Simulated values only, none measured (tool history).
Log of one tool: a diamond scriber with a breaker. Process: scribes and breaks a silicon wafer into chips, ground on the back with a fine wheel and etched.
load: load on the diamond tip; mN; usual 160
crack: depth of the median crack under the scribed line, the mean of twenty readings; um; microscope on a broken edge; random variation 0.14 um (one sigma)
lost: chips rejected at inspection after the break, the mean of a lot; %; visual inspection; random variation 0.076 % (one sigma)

run   hour  load  incoming depth of the damage left on the back of the incoming wafer, um  crack   lost
  1      0   193                                                                     0.62   6.72   2.59
  2   27.9   160                                                                     0.57   6.16   5.58
  3   46.8   137                                                                     0.51   5.75   8.72
      61.6  -- diamond tip replaced by a new one
  4     71   137                                                                     0.61   6.82   1.92
  5   84.8   137                                                                      0.7   6.61   2.66
  6   98.5   171                                                                     0.38    7.4   1.15
  7    112   171                                                                     0.75   7.23   1.33
  8  129.9   171                                                                     0.64   6.85   1.88
  9  152.3   189                                                                     0.47   7.22   1.48
 10  168.4   160                                                                     0.34   6.72   3.68
 11  188.8   160                                                                      0.3   6.44   3.72
 12  202.8   181                                                                     0.32   6.95   2.29
 13  219.3   160                                                                     0.54   6.38    4.5
 14  241.2   160                                                                     0.32   6.29   4.82
 15  269.4   160                                                                     0.51   6.24   5.11
 16  293.8   160                                                                     0.72   6.19   5.33
     305.1  -- diamond tip replaced by a new one
     307.6  -- load on the tip recalibrated
 17    325   174                                                                     0.76   7.46   0.94
 18  350.4   174                                                                     0.77   7.12   1.39
 19  379.4   160                                                                     0.39   6.85    2.6
 20  403.9   128                                                                     0.43   6.05   7.93
 21  419.7   199                                                                     0.46   6.99   1.48
 22  449.7   207                                                                     0.68   7.31   1.38
 23  480.7   112                                                                     0.64   5.29  14.93
 24  514.9   183                                                                     0.39   6.55   2.94
 25  538.1   205                                                                     0.76   7.13   2.03
 26    553   160                                                                     0.42   6.15   5.98
 27  575.8   124                                                                     0.59   5.32  12.35
     596.9  -- diamond tip replaced by a new one
 28  611.8   188                                                                     0.58    7.8   1.08
 29  642.5   193                                                                     0.31   7.69   0.97
 30  674.6   140                                                                     0.45   6.52   5.07
 31  698.6   139                                                                     0.54   6.16   5.61
 32  712.6   160                                                                     0.55   6.56   3.52
 33  813.1   160                                                                      0.7   6.25   4.93
     822.8  -- diamond tip replaced by a new one
 34  833.3   132                                                                     0.37   6.37   3.66
 35  854.2   142                                                                     0.39   6.61    4.1
 36  876.2   160                                                                     0.68   6.35   3.14
     883.5  -- load on the tip recalibrated
 37  905.5   143                                                                     0.71   6.08   5.92
 38  933.9   160                                                                     0.37   6.27    5.3
 39  953.8   160                                                                     0.32   6.07   5.98
 40  971.7   160                                                                     0.43   6.15   6.38
 41  990.7   180                                                                     0.35   6.42   4.51

5 ways to go on from here, each from the tool as it stands after run 41. What would each give?
  A  991.4   116                                                                      0.3      ?     ?
  B  991.4   186                                                                      0.3      ?     ?
  C  991.4   135                                                                      0.3      ?     ?
  D  991.4   115                                                                      0.3      ?     ?
  E  991.4   196                                                                      0.3      ?     ?

run  crack   lost
  A   5.34  14.05
  B   6.57   3.59
  C   5.69  10.16
  D   5.32  14.28
  E   6.73   2.83
Without the tool's hidden state the same runs would have given:
run  crack  lost
  A   6.72   2.9
  B   8.26  1.45
  C   7.15  1.52
  D   6.69     3
  E   8.47  1.88
